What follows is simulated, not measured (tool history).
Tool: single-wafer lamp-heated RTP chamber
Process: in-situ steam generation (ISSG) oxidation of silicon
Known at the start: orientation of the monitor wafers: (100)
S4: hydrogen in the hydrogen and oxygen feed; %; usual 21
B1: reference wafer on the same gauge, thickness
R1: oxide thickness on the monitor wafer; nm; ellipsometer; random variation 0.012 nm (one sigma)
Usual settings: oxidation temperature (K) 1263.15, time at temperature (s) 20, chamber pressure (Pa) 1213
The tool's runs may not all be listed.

run 1 hour=0 | oxidation_temperature_(K)=1263.15 time_at_temperature_(s)=20 chamber_pressure_(Pa)=1213 S4=21 | B1=4.949 | R1=5.15
run 2 hour=33.8 | oxidation_temperature_(K)=1263.15 time_at_temperature_(s)=20 chamber_pressure_(Pa)=1213 S4=21 | B1=4.951 | R1=5.165
run 3 hour=51.1 | oxidation_temperature_(K)=1263.15 time_at_temperature_(s)=20 chamber_pressure_(Pa)=1213 S4=21 | B1=4.952 | R1=5.163
run 4 hour=81.5 | oxidation_temperature_(K)=1263.15 time_at_temperature_(s)=20 chamber_pressure_(Pa)=1213 S4=21 | B1=4.948 | R1=5.2
run 5 hour=116.9 | oxidation_temperature_(K)=1263.15 time_at_temperature_(s)=20 chamber_pressure_(Pa)=1213 S4=21 | B1=4.946 | R1=5.161
run 6 hour=132.3 | oxidation_temperature_(K)=1263.15 time_at_temperature_(s)=20 chamber_pressure_(Pa)=1213 S4=21 | B1=4.952 | R1=5.179
run 7 hour=144.8 | oxidation_temperature_(K)=1263.15 time_at_temperature_(s)=20 chamber_pressure_(Pa)=1213 S4=21 | B1=4.951 | R1=5.194
run 8 hour=174.2 | oxidation_temperature_(K)=1263.15 time_at_temperature_(s)=20 chamber_pressure_(Pa)=1213 S4=21 | B1=4.952 | R1=5.188
run 9 hour=188.3 | oxidation_temperature_(K)=1263.15 time_at_temperature_(s)=20 chamber_pressure_(Pa)=1213 S4=21 | B1=4.945 | R1=5.197
-- hour=202.3 pyrometer window cleaned and pyrometer calibrated
-- hour=205.7 hydrogen flow controller replaced
run 10 hour=278.5 | oxidation_temperature_(K)=1263.15 time_at_temperature_(s)=20 chamber_pressure_(Pa)=1293 S4=21 | B1=4.952 | R1=5.079
run 11 hour=303.9 | oxidation_temperature_(K)=1263.15 time_at_temperature_(s)=20 chamber_pressure_(Pa)=1213 S4=21 | B1=4.95 | R1=5.142
run 12 hour=326.8 | oxidation_temperature_(K)=1248.15 time_at_temperature_(s)=20 chamber_pressure_(Pa)=1213 S4=21 | B1=4.953 | R1=4.899
run 13 hour=346.8 | oxidation_temperature_(K)=1248.15 time_at_temperature_(s)=20 chamber_pressure_(Pa)=1213 S4=21 | B1=4.954 | R1=4.882
run 14 hour=382 | oxidation_temperature_(K)=1263.15 time_at_temperature_(s)=20 chamber_pressure_(Pa)=1213 S4=21 | B1=4.948 | R1=5.151
run 15 hour=397.2 | oxidation_temperature_(K)=1263.15 time_at_temperature_(s)=24 chamber_pressure_(Pa)=1147 S4=14 | B1=4.948 | R1=5.181
-- hour=424.7 gauge calibrated
run 16 hour=430.6 | oxidation_temperature_(K)=1272.15 time_at_temperature_(s)=25 chamber_pressure_(Pa)=1267 S4=21 | B1=4.951 | R1=5.93
run 17 hour=456.8 | oxidation_temperature_(K)=1263.15 time_at_temperature_(s)=20 chamber_pressure_(Pa)=1213 S4=21 | B1=4.95 | R1=5.172
run 18 hour=469.1 | oxidation_temperature_(K)=1251.15 time_at_temperature_(s)=14 chamber_pressure_(Pa)=1120 S4=27 | B1=4.955 | R1=4.552
run 19 hour=488.9 | oxidation_temperature_(K)=1257.15 time_at_temperature_(s)=14 chamber_pressure_(Pa)=1213 S4=21 | B1=4.95 | R1=4.35
run 20 hour=506.9 | oxidation_temperature_(K)=1258.15 time_at_temperature_(s)=20 chamber_pressure_(Pa)=1213 S4=21 | B1=4.948 | R1=5.085
-- hour=530.5 pressure gauge zeroed
run 21 hour=553.8 | oxidation_temperature_(K)=1263.15 time_at_temperature_(s)=20 chamber_pressure_(Pa)=1213 S4=21 | B1=4.954 | R1=5.187
run 22 hour=569.9 | oxidation_temperature_(K)=1263.15 time_at_temperature_(s)=14 chamber_pressure_(Pa)=1213 S4=21 | B1=4.949 | R1=4.431
run 23 hour=599.4 | oxidation_temperature_(K)=1248.15 time_at_temperature_(s)=28 chamber_pressure_(Pa)=1080 S4=27 | B1=4.948 | R1=6.125
-- hour=615.6 pyrometer window cleaned and pyrometer calibrated
run 24 hour=620.3 | oxidation_temperature_(K)=1263.15 time_at_temperature_(s)=25 chamber_pressure_(Pa)=1107 S4=24 | B1=4.948 | R1=5.904
run 25 hour=641.2 | oxidation_temperature_(K)=1251.15 time_at_temperature_(s)=14 chamber_pressure_(Pa)=1120 S4=27 | B1=4.949 | R1=4.53
run 26 hour=665.5 | oxidation_temperature_(K)=1263.15 time_at_temperature_(s)=20 chamber_pressure_(Pa)=1213 S4=14 | B1=4.948 | R1=4.708

Forecast each of these 3 alternatives for the next run:
run A hour=665.9 | oxidation_temperature_(K)=1263.15 time_at_temperature_(s)=20 chamber_pressure_(Pa)=1213 S4=21 | B1=? | R1=?
run B hour=665.9 | oxidation_temperature_(K)=1279.15 time_at_temperature_(s)=20 chamber_pressure_(Pa)=1213 S4=21 | B1=? | R1=?
run C hour=665.9 | oxidation_temperature_(K)=1271.15 time_at_temperature_(s)=20 chamber_pressure_(Pa)=1213 S4=11 | B1=? | R1=?

run=A B1=4.95 R1=5.128
run=B B1=4.95 R1=5.47
run=C B1=4.95 R1=4.611
Without the tool's hidden state the same runs would have given:
run=A R1=5.114
run=B R1=5.455
run=C R1=4.599
